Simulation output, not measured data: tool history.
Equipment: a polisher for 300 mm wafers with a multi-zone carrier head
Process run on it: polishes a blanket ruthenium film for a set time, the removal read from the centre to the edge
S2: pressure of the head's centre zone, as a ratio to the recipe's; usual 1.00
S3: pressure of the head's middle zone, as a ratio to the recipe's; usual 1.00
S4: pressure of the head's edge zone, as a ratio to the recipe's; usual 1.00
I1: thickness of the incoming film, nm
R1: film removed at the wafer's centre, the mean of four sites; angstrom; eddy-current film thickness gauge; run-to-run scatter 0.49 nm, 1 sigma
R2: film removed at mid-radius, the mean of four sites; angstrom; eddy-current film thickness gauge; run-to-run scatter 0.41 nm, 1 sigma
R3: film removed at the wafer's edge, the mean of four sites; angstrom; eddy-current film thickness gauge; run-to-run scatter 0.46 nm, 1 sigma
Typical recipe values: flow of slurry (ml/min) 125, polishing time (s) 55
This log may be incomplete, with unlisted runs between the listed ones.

{"run": 1, "day": 0.0, "flow of slurry (ml/min)": 125, "S2": 1.0, "S3": 1.0, "S4": 1.0, "polishing time (s)": 55, "I1": 557.6, "R1": 532, "R2": 575, "R3": 563}
{"run": 2, "day": 0.717, "flow of slurry (ml/min)": 125, "S2": 1.0, "S3": 1.0, "S4": 1.0, "polishing time (s)": 55, "I1": 562.2, "R1": 543, "R2": 581, "R3": 559}
{"run": 3, "day": 1.417, "flow of slurry (ml/min)": 125, "S2": 1.0, "S3": 1.08, "S4": 1.0, "polishing time (s)": 55, "I1": 560.5, "R1": 540, "R2": 611, "R3": 565}
{"run": 4, "day": 1.817, "flow of slurry (ml/min)": 125, "S2": 1.0, "S3": 1.08, "S4": 1.0, "polishing time (s)": 55, "I1": 557.2, "R1": 536, "R2": 617, "R3": 572}
{"run": 5, "day": 2.142, "flow of slurry (ml/min)": 125, "S2": 1.0, "S3": 1.08, "S4": 1.0, "polishing time (s)": 55, "I1": 557.2, "R1": 534, "R2": 610, "R3": 561}
{"run": 6, "day": 2.788, "flow of slurry (ml/min)": 105, "S2": 1.08, "S3": 1.0, "S4": 1.0, "polishing time (s)": 48, "I1": 566.9, "R1": 464, "R2": 482, "R3": 483}
{"day": 3.088, "done": "slurry nozzle cleaned"}
{"run": 7, "day": 3.108, "flow of slurry (ml/min)": 125, "S2": 1.0, "S3": 1.0, "S4": 1.0, "polishing time (s)": 66, "I1": 565.1, "R1": 638, "R2": 698, "R3": 686}
{"run": 8, "day": 3.708, "flow of slurry (ml/min)": 145, "S2": 1.0, "S3": 1.09, "S4": 1.0, "polishing time (s)": 43, "I1": 562.9, "R1": 435, "R2": 504, "R3": 456}
{"day": 3.95, "done": "centre zone pressure recalibrated"}
{"day": 4.333, "done": "edge zone pressure recalibrated"}
{"run": 9, "day": 4.408, "flow of slurry (ml/min)": 125, "S2": 1.0, "S3": 1.0, "S4": 1.0, "polishing time (s)": 55, "I1": 554.8, "R1": 618, "R2": 573, "R3": 559}
{"run": 10, "day": 5.112, "flow of slurry (ml/min)": 125, "S2": 1.0, "S3": 1.0, "S4": 1.0, "polishing time (s)": 55, "I1": 557.9, "R1": 614, "R2": 576, "R3": 567}
{"run": 11, "day": 7.175, "flow of slurry (ml/min)": 125, "S2": 1.12, "S3": 1.06, "S4": 1.07, "polishing time (s)": 72, "I1": 559.0, "R1": 866, "R2": 795, "R3": 765}
{"day": 7.358, "done": "centre zone pressure recalibrated, repeated, since the last time left the tool worse"}
{"day": 7.512, "done": "carrier head's membrane replaced by a new one"}
{"day": 7.517, "done": "worn pad replaced by a new one"}
{"run": 12, "day": 7.658, "flow of slurry (ml/min)": 125, "S2": 1.0, "S3": 1.0, "S4": 1.0, "polishing time (s)": 55, "I1": 565.9, "R1": 555, "R2": 582, "R3": 568}
{"run": 13, "day": 8.15, "flow of slurry (ml/min)": 125, "S2": 0.88, "S3": 1.12, "S4": 1.0, "polishing time (s)": 55, "I1": 556.0, "R1": 507, "R2": 636, "R3": 560}
{"run": 14, "day": 8.779, "flow of slurry (ml/min)": 125, "S2": 1.0, "S3": 1.0, "S4": 1.0, "polishing time (s)": 55, "I1": 567.3, "R1": 552, "R2": 576, "R3": 565}
{"run": 15, "day": 9.033, "flow of slurry (ml/min)": 125, "S2": 1.0, "S3": 0.94, "S4": 0.92, "polishing time (s)": 55, "I1": 559.0, "R1": 555, "R2": 549, "R3": 555}
{"run": 16, "day": 9.588, "flow of slurry (ml/min)": 125, "S2": 1.0, "S3": 1.0, "S4": 1.0, "polishing time (s)": 55, "I1": 560.8, "R1": 563, "R2": 583, "R3": 566}
{"run": 17, "day": 10.15, "flow of slurry (ml/min)": 125, "S2": 1.0, "S3": 1.0, "S4": 1.0, "polishing time (s)": 55, "I1": 566.3, "R1": 556, "R2": 582, "R3": 572}
{"run": 18, "day": 10.446, "flow of slurry (ml/min)": 80, "S2": 1.0, "S3": 1.0, "S4": 1.0, "polishing time (s)": 68, "I1": 558.7, "R1": 594, "R2": 633, "R3": 645}
{"run": 19, "day": 11.062, "flow of slurry (ml/min)": 125, "S2": 1.0, "S3": 1.0, "S4": 1.0, "polishing time (s)": 55, "I1": 567.5, "R1": 561, "R2": 584, "R3": 564}
{"run": 20, "day": 11.438, "flow of slurry (ml/min)": 125, "S2": 1.09, "S3": 1.0, "S4": 1.08, "polishing time (s)": 55, "I1": 568.1, "R1": 580, "R2": 580, "R3": 580}
{"run": 21, "day": 12.096, "flow of slurry (ml/min)": 145, "S2": 1.1, "S3": 1.0, "S4": 1.0, "polishing time (s)": 55, "I1": 570.9, "R1": 611, "R2": 601, "R3": 586}

Consider 5 possible next runs. They are alternatives, not a sequence: every one starts from the tool as it was left by run 21. What does each give?
{"run": "A", "day": 12.112, "flow of slurry (ml/min)": 125, "S2": 1.0, "S3": 1.0, "S4": 1.0, "polishing time (s)": 55, "I1": 560.1, "R1": "?", "R2": "?", "R3": "?"}
{"run": "B", "day": 12.112, "flow of slurry (ml/min)": 125, "S2": 1.0, "S3": 0.93, "S4": 1.0, "polishing time (s)": 55, "I1": 560.1, "R1": "?", "R2": "?", "R3": "?"}
{"run": "C", "day": 12.112, "flow of slurry (ml/min)": 125, "S2": 0.92, "S3": 1.05, "S4": 1.0, "polishing time (s)": 55, "I1": 560.1, "R1": "?", "R2": "?", "R3": "?"}
{"run": "D", "day": 12.112, "flow of slurry (ml/min)": 125, "S2": 0.89, "S3": 0.95, "S4": 1.0, "polishing time (s)": 55, "I1": 560.1, "R1": "?", "R2": "?", "R3": "?"}
{"run": "E", "day": 12.112, "flow of slurry (ml/min)": 90, "S2": 1.05, "S3": 1.0, "S4": 0.91, "polishing time (s)": 41, "I1": 560.1, "R1": "?", "R2": "?", "R3": "?"}

run=A R1=559 R2=582 R3=569
run=B R1=559 R2=550 R3=569
run=C R1=529 R2=606 R3=568
run=D R1=518 R2=559 R3=569
run=E R1=391 R2=399 R3=386
Had the tool no hidden state, the same runs would have come out as:
run=A R1=569 R2=582 R3=569
run=B R1=569 R2=550 R3=569
run=C R1=539 R2=606 R3=568
run=D R1=527 R2=559 R3=569
run=E R1=398 R2=399 R3=386
